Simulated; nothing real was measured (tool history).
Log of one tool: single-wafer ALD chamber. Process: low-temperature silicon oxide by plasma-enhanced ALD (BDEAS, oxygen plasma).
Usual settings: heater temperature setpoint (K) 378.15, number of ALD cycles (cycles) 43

| run | hour | heater temperature setpoint (K) | number of ALD cycles (cycles) | read-back reference wafer on the same gauge, thickness_nm | mean film thickness on the monitor wafer (nm) |
|---|---|---|---|---|---|
| 1 | 0.0 | 368.15 | 43 | 5.965 | 6.500 |
| 2 | 31.8 | 368.15 | 43 | 5.978 | 6.473 |
| 3 | 100.4 | 378.15 | 43 | 5.979 | 6.324 |
| 4 | 150.8 | 371.15 | 43 | 5.985 | 6.465 |
| 5 | 285.3 | 371.15 | 43 | 6.000 | 6.474 |
| 6 | 357.1 | 371.15 | 43 | 6.014 | 6.502 |
| 7 | 425.6 | 368.15 | 41 | 6.018 | 6.254 |
| 8 | 468.0 | 368.15 | 41 | 6.028 | 6.230 |
| 9 | 507.3 | 378.15 | 43 | 6.044 | 6.391 |
| 10 | 545.2 | 378.15 | 43 | 6.048 | 6.350 |
| 11 | 576.7 | 378.15 | 43 | 6.036 | 6.406 |
| 12 | 639.1 | 378.15 | 43 | 6.053 | 6.451 |
| 13 | 671.1 | 378.15 | 43 | 6.062 | 6.386 |
| 14 | 722.2 | 378.15 | 43 | 6.056 | 6.354 |
| 15 | 774.6 | 368.15 | 40 | 6.078 | 6.125 |
| 16 | 821.7 | 368.15 | 40 | 6.076 | 6.169 |
| 17 | 873.1 | 378.15 | 43 | 6.091 | 6.396 |
|  | 928.5 | thermocouple changed; heater temperature recalibrated |
| 18 | 943.8 | 378.15 | 43 | 6.094 | 6.470 |
| 19 | 997.8 | 378.15 | 43 | 6.093 | 6.420 |
| 20 | 1056.9 | 378.15 | 43 | 6.114 | 6.467 |
| 21 | 1122.0 | 378.15 | 43 | 6.117 | 6.449 |
| 22 | 1155.9 | 378.15 | 43 | 6.121 | 6.510 |
| 23 | 1184.5 | 378.15 | 43 | 6.129 | 6.462 |
| 24 | 1248.7 | 378.15 | 43 | 6.151 | 6.522 |
| 25 | 1284.9 | 366.15 | 39 | 6.125 | 6.098 |
| 26 | 1333.0 | 366.15 | 46 | 6.151 | 7.220 |
| 27 | 1365.4 | 378.15 | 40 | 6.164 | 6.013 |
| 28 | 1433.7 | 369.15 | 49 | 6.158 | 7.614 |
| 29 | 1462.5 | 363.15 | 43 | 6.170 | 6.779 |
| 30 | 1509.8 | 378.15 | 48 | 6.163 | 7.287 |
|  | 1541.6 | gauge calibrated |
| 31 | 1570.2 | 372.15 | 36 | 5.822 | 5.183 |
| 32 | 1596.0 | 364.15 | 43 | 5.822 | 6.389 |
| 33 | 1635.5 | 363.15 | 37 | 5.827 | 5.556 |
| 34 | 1706.3 | 382.15 | 35 | 5.847 | 4.973 |
| 35 | 1730.7 | 393.15 | 39 | 5.848 | 5.500 |
| 36 | 1775.6 | 378.15 | 43 | 5.854 | 6.230 |
| 37 | 1815.0 | 378.15 | 43 | 5.859 | 6.206 |
| 38 | 2027.9 | 384.15 | 50 | 5.908 | 7.158 |
| 39 | 2089.3 | 382.15 | 39 | 5.896 | 5.674 |
| 40 | 2145.3 | 378.15 | 43 | 5.917 | 6.249 |
| 41 | 2189.9 | 387.15 | 47 | 5.918 | 6.740 |
| 42 | 2219.7 | 378.15 | 43 | 5.902 | 6.285 |
| 43 | 2272.7 | 386.15 | 39 | 5.922 | 5.639 |
| 44 | 2316.7 | 371.15 | 43 | 5.924 | 6.402 |

5 ways to go on from here, each from the tool as it stands after run 44. What would each give?
| A | 2317.2 | 378.15 | 43 | ? | ? |
| B | 2317.2 | 393.15 | 47 | ? | ? |
| C | 2317.2 | 382.15 | 43 | ? | ? |
| D | 2317.2 | 364.15 | 45 | ? | ? |
| E | 2317.2 | 378.15 | 50 | ? | ? |

| run | read-back reference wafer on the same gauge, thickness_nm | mean film thickness on the monitor wafer (nm) |
|---|---|---|
| A | 5.937 | 6.241 |
| B | 5.937 | 6.633 |
| C | 5.937 | 6.195 |
| D | 5.937 | 6.810 |
| E | 5.937 | 7.257 |
Without the tool's hidden state the same runs would have given:
| run | mean film thickness on the monitor wafer (nm) |
|---|---|
| A | 6.169 |
| B | 6.556 |
| C | 6.123 |
| D | 6.731 |
| E | 7.173 |

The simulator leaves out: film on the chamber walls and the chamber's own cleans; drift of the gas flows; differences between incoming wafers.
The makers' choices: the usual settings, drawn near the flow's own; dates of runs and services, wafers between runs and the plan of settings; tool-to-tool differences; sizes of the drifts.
